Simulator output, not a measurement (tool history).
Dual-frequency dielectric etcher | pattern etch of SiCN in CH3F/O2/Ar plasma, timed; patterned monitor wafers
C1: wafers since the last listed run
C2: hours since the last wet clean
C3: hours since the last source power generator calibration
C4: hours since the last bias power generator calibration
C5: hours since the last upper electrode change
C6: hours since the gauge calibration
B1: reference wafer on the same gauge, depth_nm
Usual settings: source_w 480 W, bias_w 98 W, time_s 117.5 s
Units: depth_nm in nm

{"run": 1, "hour": 0.0, "source_w": 480, "bias_w": 98, "time_s": 117.5, "C1": 0, "C2": 347.3, "C3": 2827.4, "C4": 1988.8, "C5": 2419.1, "C6": 50.7, "B1": 54.8, "depth_nm": 48.2}
{"run": 2, "hour": 15.1, "source_w": 480, "bias_w": 98, "time_s": 117.5, "C1": 156, "C2": 362.4, "C3": 2842.5, "C4": 2003.9, "C5": 2434.2, "C6": 65.8, "B1": 54.8, "depth_nm": 48.4}
{"run": 3, "hour": 40.2, "source_w": 480, "bias_w": 98, "time_s": 117.5, "C1": 259, "C2": 387.5, "C3": 2867.6, "C4": 2029.0, "C5": 2459.3, "C6": 90.9, "B1": 54.8, "depth_nm": 48.4}
{"run": 4, "hour": 69.7, "source_w": 480, "bias_w": 98, "time_s": 94.5, "C1": 304, "C2": 417.0, "C3": 2897.1, "C4": 2058.5, "C5": 2488.8, "C6": 120.4, "B1": 54.8, "depth_nm": 38.9}
{"run": 5, "hour": 84.7, "source_w": 480, "bias_w": 98, "time_s": 94.5, "C1": 155, "C2": 432.0, "C3": 2912.1, "C4": 2073.5, "C5": 2503.8, "C6": 135.4, "B1": 54.8, "depth_nm": 39.0}
{"run": 6, "hour": 108.4, "source_w": 480, "bias_w": 98, "time_s": 94.5, "C1": 244, "C2": 455.7, "C3": 2935.8, "C4": 2097.2, "C5": 2527.5, "C6": 159.1, "B1": 54.8, "depth_nm": 39.1}
{"run": 7, "hour": 133.1, "source_w": 480, "bias_w": 98, "time_s": 117.5, "C1": 255, "C2": 480.4, "C3": 2960.5, "C4": 2121.9, "C5": 2552.2, "C6": 183.8, "B1": 54.8, "depth_nm": 48.5}
{"run": 8, "hour": 148.3, "source_w": 480, "bias_w": 98, "time_s": 117.5, "C1": 157, "C2": 495.6, "C3": 2975.7, "C4": 2137.1, "C5": 2567.4, "C6": 199.0, "B1": 54.8, "depth_nm": 48.6}
{"run": 9, "hour": 166.3, "source_w": 480, "bias_w": 98, "time_s": 117.5, "C1": 186, "C2": 513.6, "C3": 2993.7, "C4": 2155.1, "C5": 2585.4, "C6": 217.0, "B1": 54.8, "depth_nm": 48.4}
{"hour": 213.9, "done": "upper electrode replaced"}
{"run": 10, "hour": 214.4, "source_w": 480, "bias_w": 106, "time_s": 117.5, "C1": 249, "C2": 561.7, "C3": 3041.8, "C4": 2203.2, "C5": 0.5, "C6": 265.1, "B1": 54.8, "depth_nm": 50.3}
{"run": 11, "hour": 221.2, "source_w": 480, "bias_w": 106, "time_s": 117.5, "C1": 70, "C2": 568.5, "C3": 3048.6, "C4": 2210.0, "C5": 7.3, "C6": 271.9, "B1": 54.8, "depth_nm": 50.1}
{"run": 12, "hour": 241.7, "source_w": 480, "bias_w": 106, "time_s": 117.5, "C1": 211, "C2": 589.0, "C3": 3069.1, "C4": 2230.5, "C5": 27.8, "C6": 292.4, "B1": 54.8, "depth_nm": 50.2}
{"hour": 267.4, "done": "source power generator calibrated"}
{"run": 13, "hour": 284.4, "source_w": 480, "bias_w": 98, "time_s": 117.5, "C1": 399, "C2": 631.7, "C3": 17.0, "C4": 2273.2, "C5": 70.5, "C6": 335.1, "B1": 54.8, "depth_nm": 48.8}
{"run": 14, "hour": 307.1, "source_w": 480, "bias_w": 98, "time_s": 117.5, "C1": 234, "C2": 654.4, "C3": 39.7, "C4": 2295.9, "C5": 93.2, "C6": 357.8, "B1": 54.8, "depth_nm": 48.9}
{"hour": 337.2, "done": "wet clean of the chamber"}
{"run": 15, "hour": 337.7, "source_w": 480, "bias_w": 98, "time_s": 117.5, "C1": 68, "C2": 0.5, "C3": 70.3, "C4": 2326.5, "C5": 123.8, "C6": 388.4, "B1": 54.8, "depth_nm": 48.2}
{"run": 16, "hour": 366.1, "source_w": 560, "bias_w": 111, "time_s": 93.5, "C1": 293, "C2": 28.9, "C3": 98.7, "C4": 2354.9, "C5": 152.2, "C6": 416.8, "B1": 54.8, "depth_nm": 42.7}
{"hour": 371.3, "done": "bias power generator calibrated"}
{"run": 17, "hour": 389.2, "source_w": 480, "bias_w": 98, "time_s": 87.0, "C1": 197, "C2": 52.0, "C3": 121.8, "C4": 17.9, "C5": 175.3, "C6": 439.9, "B1": 54.8, "depth_nm": 35.1}
{"run": 18, "hour": 419.4, "source_w": 480, "bias_w": 98, "time_s": 117.5, "C1": 312, "C2": 82.2, "C3": 152.0, "C4": 48.1, "C5": 205.5, "C6": 470.1, "B1": 54.8, "depth_nm": 47.3}
{"run": 19, "hour": 435.0, "source_w": 480, "bias_w": 98, "time_s": 128.0, "C1": 161, "C2": 97.8, "C3": 167.6, "C4": 63.7, "C5": 221.1, "C6": 485.7, "B1": 54.8, "depth_nm": 51.6}
{"hour": 442.2, "done": "gauge calibrated"}
{"run": 20, "hour": 457.8, "source_w": 480, "bias_w": 98, "time_s": 117.5, "C1": 235, "C2": 120.6, "C3": 190.4, "C4": 86.5, "C5": 243.9, "C6": 15.6, "B1": 54.8, "depth_nm": 47.3}
{"run": 21, "hour": 495.6, "source_w": 410, "bias_w": 98, "time_s": 149.5, "C1": 390, "C2": 158.4, "C3": 228.2, "C4": 124.3, "C5": 281.7, "C6": 53.4, "B1": 54.8, "depth_nm": 57.2}
{"run": 22, "hour": 514.3, "source_w": 480, "bias_w": 98, "time_s": 117.5, "C1": 193, "C2": 177.1, "C3": 246.9, "C4": 143.0, "C5": 300.4, "C6": 72.1, "B1": 54.8, "depth_nm": 47.3}
{"run": 23, "hour": 526.5, "source_w": 380, "bias_w": 122, "time_s": 138.5, "C1": 126, "C2": 189.3, "C3": 259.1, "C4": 155.2, "C5": 312.6, "C6": 84.3, "B1": 54.8, "depth_nm": 56.7}
{"run": 24, "hour": 545.5, "source_w": 480, "bias_w": 112, "time_s": 117.5, "C1": 196, "C2": 208.3, "C3": 278.1, "C4": 174.2, "C5": 331.6, "C6": 103.3, "B1": 54.8, "depth_nm": 50.1}
{"run": 25, "hour": 571.2, "source_w": 410, "bias_w": 98, "time_s": 149.5, "C1": 265, "C2": 234.0, "C3": 303.8, "C4": 199.9, "C5": 357.3, "C6": 129.0, "B1": 54.8, "depth_nm": 57.4}
{"run": 26, "hour": 593.8, "source_w": 600, "bias_w": 98, "time_s": 117.5, "C1": 233, "C2": 256.6, "C3": 326.4, "C4": 222.5, "C5": 379.9, "C6": 151.6, "B1": 54.8, "depth_nm": 51.3}
{"run": 27, "hour": 607.1, "source_w": 430, "bias_w": 98, "time_s": 85.5, "C1": 137, "C2": 269.9, "C3": 339.7, "C4": 235.8, "C5": 393.2, "C6": 164.9, "B1": 54.8, "depth_nm": 33.4}
{"run": 28, "hour": 620.2, "source_w": 550, "bias_w": 77, "time_s": 117.5, "C1": 135, "C2": 283.0, "C3": 352.8, "C4": 248.9, "C5": 406.3, "C6": 178.0, "B1": 54.8, "depth_nm": 45.3}
{"run": 29, "hour": 636.4, "source_w": 530, "bias_w": 112, "time_s": 117.5, "C1": 167, "C2": 299.2, "C3": 369.0, "C4": 265.1, "C5": 422.5, "C6": 194.2, "B1": 54.8, "depth_nm": 52.0}

Hidden state at the last listed run before each entry between runs and at the first one after, where it differs:
Between runs 9 and 10: upper electrode replaced (hour 213.9)
  etch rate over this chamber's usual, %: 1.02 -> 1.1; bias power that arrives over what is set, %: 4.1 -> 4.3
  measured less the result without the state, depth_nm: +1.2 -> +1.4 nm
Between runs 12 and 13: source power generator calibrated (hour 267.4)
  etch rate over this chamber's usual, %: 1.15 -> 1.23; bias power that arrives over what is set, %: 4.41 -> 4.59
  measured less the result without the state, depth_nm: +1.5 -> +1.5 nm
Between runs 14 and 15: wet clean of the chamber (hour 337.2)
  etch rate over this chamber's usual, %: 1.27 -> 0.0874; bias power that arrives over what is set, %: 4.69 -> 4.82
  measured less the result without the state, depth_nm: +1.5 -> +0.9 nm
Between runs 16 and 17: bias power generator calibrated (hour 371.3)
  etch rate over this chamber's usual, %: 0.139 -> 0.182; bias power that arrives over what is set, %: 4.94 -> -0.243
  measured less the result without the state, depth_nm: +0.9 -> +0.0 nm
Between runs 19 and 20: gauge calibrated (hour 442.2)
  etch rate over this chamber's usual, %: 0.265 -> 0.307; bias power that arrives over what is set, %: -0.24 -> -0.237
  measured less the result without the state, depth_nm: +0.1 -> +0.1 nm
